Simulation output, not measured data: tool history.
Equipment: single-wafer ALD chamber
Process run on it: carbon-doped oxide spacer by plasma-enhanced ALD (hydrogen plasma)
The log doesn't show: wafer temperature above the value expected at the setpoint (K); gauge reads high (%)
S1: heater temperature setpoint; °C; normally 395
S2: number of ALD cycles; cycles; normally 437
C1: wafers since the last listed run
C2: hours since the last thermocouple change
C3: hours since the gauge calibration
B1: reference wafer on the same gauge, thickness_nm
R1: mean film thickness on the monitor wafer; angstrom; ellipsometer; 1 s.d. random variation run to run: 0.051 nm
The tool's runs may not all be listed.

run	hour	S1	S2	C1	C2	C3	B1	R1
1	0	399	482	0	221.9	2748.8	24.489	224.73
2	61.3	399	482	48	283.2	2810.1	24.491	225.54
3	155.9	399	482	74	377.8	2904.7	24.452	224.78
4	264.9	395	437	86	486.8	3013.7	24.432	203.84
5	356	395	437	72	577.9	3104.8	24.416	202.15
6	428.5	395	437	57	650.4	3177.3	24.395	202.64
7	469.3	395	437	32	691.2	3218.1	24.378	204.04
8	556.2	395	437	68	778.1	3305	24.369	201.93
9	649.2	384	437	73	871.1	3398	24.37	203.14
10	734.9	405	437	67	956.8	3483.7	24.328	201.59
11	815.6	405	437	63	1037.5	3564.4	24.321	200.12
12	915.8	405	437	79	1137.7	3664.6	24.279	201.27
# hour 975.3: gauge calibrated
13	986.3	395	437	55	1208.2	11	24.648	205.42
14	1076.7	395	437	71	1298.6	101.4	24.668	205.91
# hour 1116.4: thermocouple changed; heater temperature recalibrated
15	1163.5	395	437	62	47.1	188.2	24.671	206.13
16	1265.1	395	474	80	148.7	289.8	24.664	223.36
17	1305.5	395	474	32	189.1	330.2	24.647	222.96
18	1410.5	404	437	83	294.1	435.2	24.622	202.89
19	1491	404	437	63	374.6	515.7	24.629	203.59
20	1531.3	405	467	31	414.9	556	24.63	216.68
21	1600.4	395	513	54	484	625.1	24.647	241.01
22	1638.6	391	437	30	522.2	663.3	24.648	205.07
23	1698.3	405	397	47	581.9	723	24.636	184.5
24	1745	395	461	37	628.6	769.7	24.614	216.4
25	1792.3	395	437	37	675.9	817	24.641	205.05
26	1837.2	384	387	35	720.8	861.9	24.633	181.48
27	1937.5	395	437	79	821.1	962.2	24.609	205.61
28	2028.7	395	462	72	912.3	1053.4	24.613	216.56
29	2088.4	408	369	47	972	1113.1	24.61	169.66
30	2174.5	395	437	68	1058.1	1199.2	24.619	204.68
# hour 2320.4: thermocouple changed; heater temperature recalibrated
31	2394.9	391	355	168	74.5	1419.6	24.599	165.82
32	2485	406	480	71	164.6	1509.7	24.572	220.98
33	2584.1	395	437	78	263.7	1608.8	24.571	204.85
34	2677.7	406	473	74	357.3	1702.4	24.57	218.71
35	2848.4	387	437	135	528	1873.1	24.523	205.06
36	2938.1	386	474	71	617.7	1962.8	24.516	220.97
37	2992.6	402	459	43	672.2	2017.3	24.538	214.23
38	3062.3	390	368	55	741.9	2087	24.491	171.87
39	3162	406	437	79	841.6	2186.7	24.516	201.34

Here are 3 independent what-if runs from the current tool condition. What would each one return?
A	3163.1	395	463	0	842.7	2187.8	?	?
B	3163.1	409	437	0	842.7	2187.8	?	?
C	3163.1	400	519	0	842.7	2187.8	?	?

run	B1	R1
A	24.481	215.37
B	24.481	198.81
C	24.481	241.42
With no hidden state in the tool, these same runs would have given:
run	R1
A	217.1
B	200.41
C	243.36
